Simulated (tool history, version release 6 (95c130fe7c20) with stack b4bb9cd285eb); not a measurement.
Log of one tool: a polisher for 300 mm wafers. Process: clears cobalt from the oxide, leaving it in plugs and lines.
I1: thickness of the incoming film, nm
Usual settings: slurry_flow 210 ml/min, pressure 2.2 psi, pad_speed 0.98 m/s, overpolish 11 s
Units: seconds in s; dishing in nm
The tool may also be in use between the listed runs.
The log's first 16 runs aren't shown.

At hour 213.4: worn pad replaced by a new one.
Run 17, hour 213.9: usual settings; I1 332.9. Result: seconds 56.8 s, dishing 24.8 nm.
Run 18, hour 222.8: usual settings; I1 332.9. Result: seconds 56.9 s, dishing 24.5 nm.
Run 19, hour 231.3: usual settings but slurry_flow 165 ml/min, pad_speed 1.08 m/s; I1 331.9. Result: seconds 55.5 s, dishing 25.0 nm.
Run 20, hour 238.5: usual settings but slurry_flow 165 ml/min, pad_speed 1.08 m/s; I1 329.6. Result: seconds 57.0 s, dishing 24.8 nm.
Run 21, hour 249.0: usual settings but slurry_flow 265 ml/min, pad_speed 1.28 m/s; I1 327.4. Result: seconds 44.1 s, dishing 25.5 nm.
Run 22, hour 257.3: usual settings but slurry_flow 160 ml/min, pressure 1.9 psi, pad_speed 0.88 m/s, overpolish 15 s; I1 334.4. Result: seconds 82.5 s, dishing 24.3 nm.
Run 23, hour 273.0: usual settings but overpolish 15 s; I1 332.6. Result: seconds 62.2 s, dishing 25.8 nm.
At hour 275.5: slurry nozzle cleaned.
At hour 285.2: worn pad replaced by a new one.
Run 24, hour 287.0: usual settings but pressure 1.6 psi; I1 331.6. Result: seconds 70.8 s, dishing 23.6 nm.
Run 25, hour 297.3: usual settings but slurry_flow 245 ml/min, pressure 1.4 psi, pad_speed 0.80 m/s, overpolish 17 s; I1 328.8. Result: seconds 97.1 s, dishing 24.9 nm.
Run 26, hour 308.2: usual settings but slurry_flow 140 ml/min, overpolish 7 s; I1 333.9. Result: seconds 59.9 s, dishing 20.7 nm.
Run 27, hour 324.3: usual settings but slurry_flow 235 ml/min, pressure 1.6 psi, pad_speed 0.78 m/s, overpolish 15 s; I1 332.4. Result: seconds 91.8 s, dishing 23.4 nm.
Run 28, hour 333.7: usual settings but pressure 2.8 psi, overpolish 15 s; I1 326.6. Result: seconds 44.9 s, dishing 26.3 nm.
Run 29, hour 350.1: usual settings but pressure 1.6 psi, overpolish 9 s; I1 335.3. Result: seconds 78.0 s, dishing 21.0 nm.
Run 30, hour 358.6: usual settings but slurry_flow 240 ml/min, pressure 2.5 psi, pad_speed 1.12 m/s, overpolish 14 s; I1 323.5. Result: seconds 43.7 s, dishing 26.3 nm.

Forecast each of these 3 alternatives for the next run:
Run A, hour 359.0: usual settings but pad_speed 1.26 m/s; I1 330.7. Result: seconds ?, dishing ?.
Run B, hour 359.0: usual settings but slurry_flow 280 ml/min, pressure 2.5 psi, pad_speed 0.82 m/s; I1 330.7. Result: seconds ?, dishing ?.
Run C, hour 359.0: usual settings but slurry_flow 235 ml/min; I1 330.7. Result: seconds ?, dishing ?.

run  seconds  dishing
  A     45.3     25.4
  B     60.1     24.2
  C     57.4     24.4
Without the tool's hidden state the same runs would have given:
run  seconds  dishing
  A     41.4     25.7
  B     55.0     24.6
  C     52.5     24.9
